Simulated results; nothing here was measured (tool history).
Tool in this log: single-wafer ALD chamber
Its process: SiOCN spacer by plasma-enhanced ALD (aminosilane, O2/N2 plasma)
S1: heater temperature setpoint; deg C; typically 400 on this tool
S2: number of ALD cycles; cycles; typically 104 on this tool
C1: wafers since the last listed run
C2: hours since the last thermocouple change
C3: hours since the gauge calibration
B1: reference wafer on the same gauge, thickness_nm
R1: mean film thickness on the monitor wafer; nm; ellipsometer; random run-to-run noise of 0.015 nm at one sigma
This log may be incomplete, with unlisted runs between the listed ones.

{"run": 1, "day": 0.0, "S1": 411, "S2": 104, "C1": 0, "C2": 724.0, "C3": 38.9, "B1": 7.223, "R1": 5.85}
{"run": 2, "day": 0.4, "S1": 411, "S2": 104, "C1": 28, "C2": 733.6, "C3": 48.5, "B1": 7.222, "R1": 5.845}
{"run": 3, "day": 1.046, "S1": 411, "S2": 104, "C1": 45, "C2": 749.1, "C3": 64.0, "B1": 7.22, "R1": 5.84}
{"run": 4, "day": 1.392, "S1": 400, "S2": 104, "C1": 24, "C2": 757.4, "C3": 72.3, "B1": 7.206, "R1": 6.078}
{"run": 5, "day": 1.871, "S1": 400, "S2": 104, "C1": 33, "C2": 768.9, "C3": 83.8, "B1": 7.208, "R1": 6.076}
{"run": 6, "day": 2.204, "S1": 400, "S2": 104, "C1": 23, "C2": 776.9, "C3": 91.8, "B1": 7.2, "R1": 6.08}
{"run": 7, "day": 2.733, "S1": 400, "S2": 104, "C1": 37, "C2": 789.6, "C3": 104.5, "B1": 7.21, "R1": 6.076}
{"run": 8, "day": 3.058, "S1": 400, "S2": 104, "C1": 22, "C2": 797.4, "C3": 112.3, "B1": 7.195, "R1": 6.052}
{"run": 9, "day": 3.433, "S1": 406, "S2": 90, "C1": 26, "C2": 806.4, "C3": 121.3, "B1": 7.201, "R1": 5.14}
{"run": 10, "day": 3.883, "S1": 400, "S2": 104, "C1": 31, "C2": 817.2, "C3": 132.1, "B1": 7.199, "R1": 6.08}
{"run": 11, "day": 4.238, "S1": 400, "S2": 104, "C1": 24, "C2": 825.7, "C3": 140.6, "B1": 7.19, "R1": 6.026}
{"run": 12, "day": 4.8, "S1": 400, "S2": 104, "C1": 39, "C2": 839.2, "C3": 154.1, "B1": 7.19, "R1": 6.063}
{"day": 5.717, "done": "thermocouple changed; heater temperature recalibrated"}
{"run": 13, "day": 5.738, "S1": 400, "S2": 104, "C1": 42, "C2": 0.5, "C3": 176.6, "B1": 7.201, "R1": 6.061}
{"run": 14, "day": 6.054, "S1": 400, "S2": 104, "C1": 22, "C2": 8.1, "C3": 184.2, "B1": 7.189, "R1": 6.056}
{"run": 15, "day": 6.696, "S1": 400, "S2": 104, "C1": 45, "C2": 23.5, "C3": 199.6, "B1": 7.196, "R1": 6.045}
{"run": 16, "day": 7.412, "S1": 400, "S2": 104, "C1": 50, "C2": 40.7, "C3": 216.8, "B1": 7.186, "R1": 6.029}
{"run": 17, "day": 7.804, "S1": 400, "S2": 104, "C1": 27, "C2": 50.1, "C3": 226.2, "B1": 7.183, "R1": 6.049}
{"run": 18, "day": 8.417, "S1": 406, "S2": 99, "C1": 43, "C2": 64.8, "C3": 240.9, "B1": 7.19, "R1": 5.629}
{"day": 8.508, "done": "gauge calibrated"}
{"run": 19, "day": 8.983, "S1": 412, "S2": 91, "C1": 39, "C2": 78.4, "C3": 11.4, "B1": 7.261, "R1": 5.114}
{"run": 20, "day": 9.704, "S1": 400, "S2": 104, "C1": 50, "C2": 95.7, "C3": 28.7, "B1": 7.251, "R1": 6.097}
{"run": 21, "day": 10.208, "S1": 391, "S2": 84, "C1": 35, "C2": 107.8, "C3": 40.8, "B1": 7.241, "R1": 4.914}
{"run": 22, "day": 10.746, "S1": 392, "S2": 93, "C1": 37, "C2": 120.7, "C3": 53.7, "B1": 7.232, "R1": 5.436}
{"run": 23, "day": 11.267, "S1": 414, "S2": 104, "C1": 36, "C2": 133.2, "C3": 66.2, "B1": 7.226, "R1": 5.759}
{"run": 24, "day": 12.562, "S1": 387, "S2": 117, "C1": 91, "C2": 164.3, "C3": 97.3, "B1": 7.217, "R1": 6.821}
{"run": 25, "day": 12.996, "S1": 404, "S2": 104, "C1": 30, "C2": 174.7, "C3": 107.7, "B1": 7.217, "R1": 5.991}
{"run": 26, "day": 13.388, "S1": 400, "S2": 104, "C1": 27, "C2": 184.1, "C3": 117.1, "B1": 7.217, "R1": 6.05}
{"run": 27, "day": 14.017, "S1": 390, "S2": 93, "C1": 44, "C2": 199.2, "C3": 132.2, "B1": 7.208, "R1": 5.418}
{"run": 28, "day": 14.579, "S1": 400, "S2": 111, "C1": 39, "C2": 212.7, "C3": 145.7, "B1": 7.212, "R1": 6.489}
{"run": 29, "day": 15.121, "S1": 400, "S2": 104, "C1": 38, "C2": 225.7, "C3": 158.7, "B1": 7.206, "R1": 6.083}
{"run": 30, "day": 15.867, "S1": 391, "S2": 124, "C1": 52, "C2": 243.6, "C3": 176.6, "B1": 7.203, "R1": 7.219}

Predict each of these 4 candidate next runs independently; none follows another, all start after run 30:
{"run": "A", "day": 15.892, "S1": 391, "S2": 104, "C1": 1, "C2": 244.2, "C3": 177.2, "B1": "?", "R1": "?"}
{"run": "B", "day": 15.892, "S1": 400, "S2": 90, "C1": 1, "C2": 244.2, "C3": 177.2, "B1": "?", "R1": "?"}
{"run": "C", "day": 15.892, "S1": 394, "S2": 84, "C1": 1, "C2": 244.2, "C3": 177.2, "B1": "?", "R1": "?"}
{"run": "D", "day": 15.892, "S1": 412, "S2": 104, "C1": 1, "C2": 244.2, "C3": 177.2, "B1": "?", "R1": "?"}

run=A B1=7.204 R1=6.065
run=B B1=7.204 R1=5.248
run=C B1=7.204 R1=4.898
run=D B1=7.204 R1=5.816
Without the tool's unlogged condition, the same runs would have read:
run=A R1=6.111
run=B R1=5.288
run=C R1=4.936
run=D R1=5.860

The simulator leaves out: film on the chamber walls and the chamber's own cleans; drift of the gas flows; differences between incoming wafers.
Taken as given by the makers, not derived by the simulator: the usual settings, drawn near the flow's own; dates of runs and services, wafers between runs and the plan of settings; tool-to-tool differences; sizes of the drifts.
